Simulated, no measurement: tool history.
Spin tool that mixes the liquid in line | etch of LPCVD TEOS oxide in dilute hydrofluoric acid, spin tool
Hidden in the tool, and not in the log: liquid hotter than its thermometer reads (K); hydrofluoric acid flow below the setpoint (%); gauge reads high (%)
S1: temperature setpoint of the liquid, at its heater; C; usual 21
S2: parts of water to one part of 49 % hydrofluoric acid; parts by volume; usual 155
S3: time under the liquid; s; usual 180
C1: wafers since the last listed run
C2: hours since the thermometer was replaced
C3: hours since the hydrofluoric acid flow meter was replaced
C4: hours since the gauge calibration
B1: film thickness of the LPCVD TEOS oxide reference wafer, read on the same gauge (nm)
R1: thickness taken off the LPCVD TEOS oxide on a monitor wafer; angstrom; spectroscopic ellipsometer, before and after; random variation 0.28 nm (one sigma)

run,hour,S1,S2,S3,C1,C2,C3,C4,B1,R1
1,0,21,155,180,0,1272.1,179.8,244.9,99.99,403.5
2,39,21,155,180,327,1311.1,218.8,283.9,99.97,402.4
3,134.3,21,155,180,800,1406.4,314.1,379.2,100.03,408.2
4,177.4,21,135,245,362,1449.5,357.2,422.3,100,646.9
# hour 471.2: hydrofluoric acid flow meter replaced
5,495.1,21,135,245,2661,1767.2,23.9,740,100.02,652.5
6,532.8,21,135,245,316,1804.9,61.6,777.7,99.99,654.1
7,606.1,21,155,180,616,1878.2,134.9,851,100.02,406.6
8,712.7,21,155,180,895,1984.8,241.5,957.6,100.03,411.7
9,766.9,21,155,180,455,2039,295.7,1011.8,99.99,416.5
10,821.3,21,210,180,457,2093.4,350.1,1066.2,100.02,290.2
11,895.6,21,210,180,624,2167.7,424.4,1140.5,100,286.6
# hour 920.4: gauge calibrated
# hour 965.5: thermometer replaced
12,966,21,210,180,583,0.5,494.8,45.6,100,274
13,1036.1,17.5,130,90,589,70.6,564.9,115.7,99.98,209.5
# hour 1052.3: hydrofluoric acid flow meter replaced
14,1123.5,21,135,180,726,158,71.2,203.1,99.98,468.9
15,1181,21,210,180,483,215.5,128.7,260.6,99.99,274.7
16,1218,17.5,130,90,310,252.5,165.7,297.6,99.93,209.4
17,1267.7,19.5,175,100,417,302.2,215.4,347.3,100.05,180.7
18,1318.7,18.5,215,260,428,353.2,266.4,398.3,100,353.1
19,1380.3,18.5,155,180,517,414.8,328,459.9,100.01,358.1
20,1426.8,21,155,180,390,461.3,374.5,506.4,100,402.5
21,1489.6,17,215,180,527,524.1,437.3,569.2,99.99,230.7
22,1578.7,17.5,155,230,748,613.2,526.4,658.3,100.02,445.3
23,1626.8,23,155,115,404,661.3,574.5,706.4,99.99,277.2
24,1705.2,21,155,180,658,739.7,652.9,784.8,100.01,400
25,1770.4,21,155,180,547,804.9,718.1,850,99.99,410.1

4 ways to go on from here, each from the tool as it stands after run 25. What would each give?
A,1770.9,21,230,180,4,805.4,718.6,850.5,?,?
B,1770.9,21,110,180,4,805.4,718.6,850.5,?,?
C,1770.9,25.5,105,90,4,805.4,718.6,850.5,?,?
D,1770.9,24,155,240,4,805.4,718.6,850.5,?,?

run,B1,R1
A,100.01,252.5
B,100.01,599.3
C,100.01,377.2
D,100.01,605.5
Without the tool's hidden state the same runs would have given:
run,R1
A,246.7
B,584.5
C,368.2
D,591.4
